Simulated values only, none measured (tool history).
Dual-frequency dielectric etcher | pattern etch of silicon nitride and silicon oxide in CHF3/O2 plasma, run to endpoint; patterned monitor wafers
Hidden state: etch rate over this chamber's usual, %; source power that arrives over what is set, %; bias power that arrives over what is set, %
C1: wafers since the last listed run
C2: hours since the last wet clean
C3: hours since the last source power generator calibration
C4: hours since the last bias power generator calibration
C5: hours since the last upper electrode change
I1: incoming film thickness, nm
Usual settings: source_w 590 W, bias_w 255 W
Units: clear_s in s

{"run": 1, "hour": 0.0, "source_w": 590, "bias_w": 255, "C1": 0, "C2": 276.3, "C3": 516.9, "C4": 163.3, "C5": 1803.9, "I1": 271.0, "clear_s": 163.4}
{"run": 2, "hour": 87.7, "source_w": 590, "bias_w": 255, "C1": 455, "C2": 364.0, "C3": 604.6, "C4": 251.0, "C5": 1891.6, "I1": 272.4, "clear_s": 162.7}
{"run": 3, "hour": 164.6, "source_w": 590, "bias_w": 255, "C1": 399, "C2": 440.9, "C3": 681.5, "C4": 327.9, "C5": 1968.5, "I1": 271.7, "clear_s": 159.8}
{"run": 4, "hour": 240.3, "source_w": 590, "bias_w": 255, "C1": 392, "C2": 516.6, "C3": 757.2, "C4": 403.6, "C5": 2044.2, "I1": 276.1, "clear_s": 161.0}
{"run": 5, "hour": 339.4, "source_w": 590, "bias_w": 255, "C1": 514, "C2": 615.7, "C3": 856.3, "C4": 502.7, "C5": 2143.3, "I1": 271.6, "clear_s": 157.9}
{"hour": 399.6, "done": "wet clean of the chamber"}
{"run": 6, "hour": 419.5, "source_w": 650, "bias_w": 287, "C1": 291, "C2": 19.9, "C3": 936.4, "C4": 582.8, "C5": 2223.4, "I1": 272.7, "clear_s": 165.2}
{"run": 7, "hour": 477.7, "source_w": 560, "bias_w": 255, "C1": 302, "C2": 78.1, "C3": 994.6, "C4": 641.0, "C5": 2281.6, "I1": 272.5, "clear_s": 181.9}
{"run": 8, "hour": 545.8, "source_w": 590, "bias_w": 255, "C1": 353, "C2": 146.2, "C3": 1062.7, "C4": 709.1, "C5": 2349.7, "I1": 275.4, "clear_s": 180.8}
{"run": 9, "hour": 616.4, "source_w": 590, "bias_w": 255, "C1": 366, "C2": 216.8, "C3": 1133.3, "C4": 779.7, "C5": 2420.3, "I1": 273.8, "clear_s": 175.3}
{"run": 10, "hour": 724.4, "source_w": 590, "bias_w": 255, "C1": 560, "C2": 324.8, "C3": 1241.3, "C4": 887.7, "C5": 2528.3, "I1": 272.9, "clear_s": 173.9}
{"run": 11, "hour": 765.0, "source_w": 590, "bias_w": 255, "C1": 210, "C2": 365.4, "C3": 1281.9, "C4": 928.3, "C5": 2568.9, "I1": 274.0, "clear_s": 172.4}
{"hour": 811.5, "done": "wet clean of the chamber, repeated, since the last time left the tool worse"}
{"run": 12, "hour": 822.1, "source_w": 590, "bias_w": 255, "C1": 171, "C2": 10.6, "C3": 1339.0, "C4": 985.4, "C5": 2626.0, "I1": 274.8, "clear_s": 166.8}
{"run": 13, "hour": 929.4, "source_w": 590, "bias_w": 255, "C1": 556, "C2": 117.9, "C3": 1446.3, "C4": 1092.7, "C5": 2733.3, "I1": 270.9, "clear_s": 162.4}
{"run": 14, "hour": 981.0, "source_w": 590, "bias_w": 255, "C1": 267, "C2": 169.5, "C3": 1497.9, "C4": 1144.3, "C5": 2784.9, "I1": 271.1, "clear_s": 161.6}
{"run": 15, "hour": 1017.6, "source_w": 530, "bias_w": 294, "C1": 189, "C2": 206.1, "C3": 1534.5, "C4": 1180.9, "C5": 2821.5, "I1": 272.2, "clear_s": 159.5}
{"hour": 1043.6, "done": "upper electrode replaced"}
{"run": 16, "hour": 1084.6, "source_w": 550, "bias_w": 314, "C1": 223, "C2": 273.1, "C3": 1601.5, "C4": 1247.9, "C5": 41.0, "I1": 272.9, "clear_s": 153.4}
{"run": 17, "hour": 1304.6, "source_w": 720, "bias_w": 255, "C1": 1142, "C2": 493.1, "C3": 1821.5, "C4": 1467.9, "C5": 261.0, "I1": 271.6, "clear_s": 149.9}
{"run": 18, "hour": 1404.6, "source_w": 680, "bias_w": 195, "C1": 519, "C2": 593.1, "C3": 1921.5, "C4": 1567.9, "C5": 361.0, "I1": 270.8, "clear_s": 166.5}
{"hour": 1472.5, "done": "wet clean of the chamber"}
{"run": 19, "hour": 1473.0, "source_w": 650, "bias_w": 234, "C1": 230, "C2": 0.5, "C3": 1989.9, "C4": 1636.3, "C5": 429.4, "I1": 272.1, "clear_s": 166.4}
{"hour": 1508.4, "done": "source power generator calibrated"}
{"run": 20, "hour": 1541.6, "source_w": 540, "bias_w": 255, "C1": 335, "C2": 69.1, "C3": 33.2, "C4": 1704.9, "C5": 498.0, "I1": 272.9, "clear_s": 168.5}
{"hour": 1636.2, "done": "bias power generator calibrated"}
{"run": 21, "hour": 1636.7, "source_w": 590, "bias_w": 255, "C1": 472, "C2": 164.2, "C3": 128.3, "C4": 0.5, "C5": 593.1, "I1": 272.4, "clear_s": 166.1}
{"run": 22, "hour": 1684.2, "source_w": 590, "bias_w": 233, "C1": 246, "C2": 211.7, "C3": 175.8, "C4": 48.0, "C5": 640.6, "I1": 273.0, "clear_s": 170.3}
{"run": 23, "hour": 1722.5, "source_w": 450, "bias_w": 292, "C1": 198, "C2": 250.0, "C3": 214.1, "C4": 86.3, "C5": 678.9, "I1": 270.4, "clear_s": 167.0}
{"run": 24, "hour": 1805.8, "source_w": 590, "bias_w": 255, "C1": 432, "C2": 333.3, "C3": 297.4, "C4": 169.6, "C5": 762.2, "I1": 270.9, "clear_s": 161.8}
{"run": 25, "hour": 1879.6, "source_w": 590, "bias_w": 255, "C1": 383, "C2": 407.1, "C3": 371.2, "C4": 243.4, "C5": 836.0, "I1": 274.2, "clear_s": 164.6}

Forecast run 26:
{"run": 26, "hour": 1932.5, "source_w": 440, "bias_w": 255, "C1": 274, "C2": 460.0, "C3": 424.1, "C4": 296.3, "C5": 888.9, "I1": 272.5, "clear_s": "?"}

Run 26 gave clear_s 179.9 s.
Without the tool's hidden state the same run would have given clear_s 185.1 s.

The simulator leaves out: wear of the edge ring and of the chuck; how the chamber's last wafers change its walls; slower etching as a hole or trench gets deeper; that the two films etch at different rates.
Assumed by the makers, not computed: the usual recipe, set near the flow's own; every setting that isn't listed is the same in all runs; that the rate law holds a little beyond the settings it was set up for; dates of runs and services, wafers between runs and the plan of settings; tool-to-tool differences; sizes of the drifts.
